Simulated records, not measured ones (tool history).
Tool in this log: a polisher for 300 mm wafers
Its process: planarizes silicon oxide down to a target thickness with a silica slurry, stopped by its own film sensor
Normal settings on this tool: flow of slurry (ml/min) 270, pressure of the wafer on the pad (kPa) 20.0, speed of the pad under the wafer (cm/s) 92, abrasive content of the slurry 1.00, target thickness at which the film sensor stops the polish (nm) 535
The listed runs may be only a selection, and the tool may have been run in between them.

run    hour  flow of slurry (ml/min)  pressure of the wafer on the pad (kPa)  speed of the pad under the wafer (cm/s)  abrasive content of the slurry  target thickness at which the film sensor stops the polish (nm)  incoming thickness of the incoming film, nm  time until the film sensor stopped the polish (s)
  1     0.0                      270                                    20.0                                       92                            1.00                                                              563                                        794.2                                              171.7
       29.5  -- worn pad replaced by a new one, repeated, since the last time left the tool worse
       73.2  -- conditioning disc replaced and pad reconditioned
  2   294.0                      270                                    20.0                                       92                            1.00                                                              507                                        814.4                                              193.1
      313.1  -- slurry blender recalibrated
  3   339.5                      270                                    20.0                                       92                            1.00                                                              535                                        795.6                                              168.3
  4   443.4                      270                                    20.0                                       92                            1.00                                                              535                                        792.5                                              163.0
  5   506.3                      270                                    20.0                                       92                            1.00                                                              535                                        798.8                                              169.3
  6   578.1                      215                                    20.0                                       66                            1.25                                                              488                                        813.0                                              244.3
  7   667.5                      270                                    20.0                                      114                            1.00                                                              535                                        787.3                                              144.4
      675.6  -- conditioning disc replaced and pad reconditioned
  8   711.9                      270                                    20.0                                       92                            1.00                                                              535                                        790.7                                              165.3
      745.1  -- worn pad replaced by a new one
  9   808.9                      330                                    14.5                                       92                            1.15                                                              562                                        801.6                                              174.1
      813.4  -- slurry nozzle cleaned
      869.5  -- head pressure recalibrated
 10   877.4                      215                                    20.0                                       66                            1.25                                                              488                                        799.2                                              230.3
 11   914.9                      270                                    20.0                                      124                            1.00                                                              535                                        816.3                                              145.2
     1029.4  -- slurry blender recalibrated
 12  1203.3                      270                                    13.8                                       92                            1.00                                                              535                                        800.6                                              219.9
     1219.1  -- conditioning disc replaced and pad reconditioned
 13  1270.4                      270                                    20.0                                       92                            1.00                                                              535                                        811.5                                              179.4
 14  1316.7                      270                                    23.4                                       92                            1.00                                                              535                                        802.8                                              151.9
     1343.1  -- worn pad replaced by a new one
 15  1374.8                      270                                    20.0                                       92                            1.00                                                              535                                        791.6                                              155.2
 16  1435.7                      220                                    22.1                                       76                            1.00                                                              585                                        793.7                                              138.5
 17  1487.7                      360                                    22.1                                       68                            1.00                                                              568                                        802.2                                              160.9
 18  1569.9                      350                                    20.0                                       92                            1.00                                                              535                                        809.4                                              168.4
     1606.7  -- slurry nozzle cleaned
 19  1614.0                      270                                    20.0                                       92                            1.00                                                              492                                        812.8                                              206.9
 20  1673.3                      270                                    20.0                                       92                            1.00                                                              535                                        804.7                                              174.3
     1742.2  -- slurry blender recalibrated
     1811.9  -- head pressure recalibrated
     1888.8  -- conditioning disc replaced and pad reconditioned
 21  1889.8                      270                                    20.0                                       92                            1.00                                                              535                                        794.6                                              164.1
 22  1944.8                      270                                    13.8                                       74                            1.25                                                              588                                        792.3                                              181.9

What will run 23 give?
 23  2000.0                      270                                    20.0                                       92                            1.00                                                              480                                        792.4                                                  ?

Run 23 came out at time until the film sensor stopped the polish (s) 203.9.
Minus the tool's unlogged condition, the same run would have read time until the film sensor stopped the polish (s) 190.0.
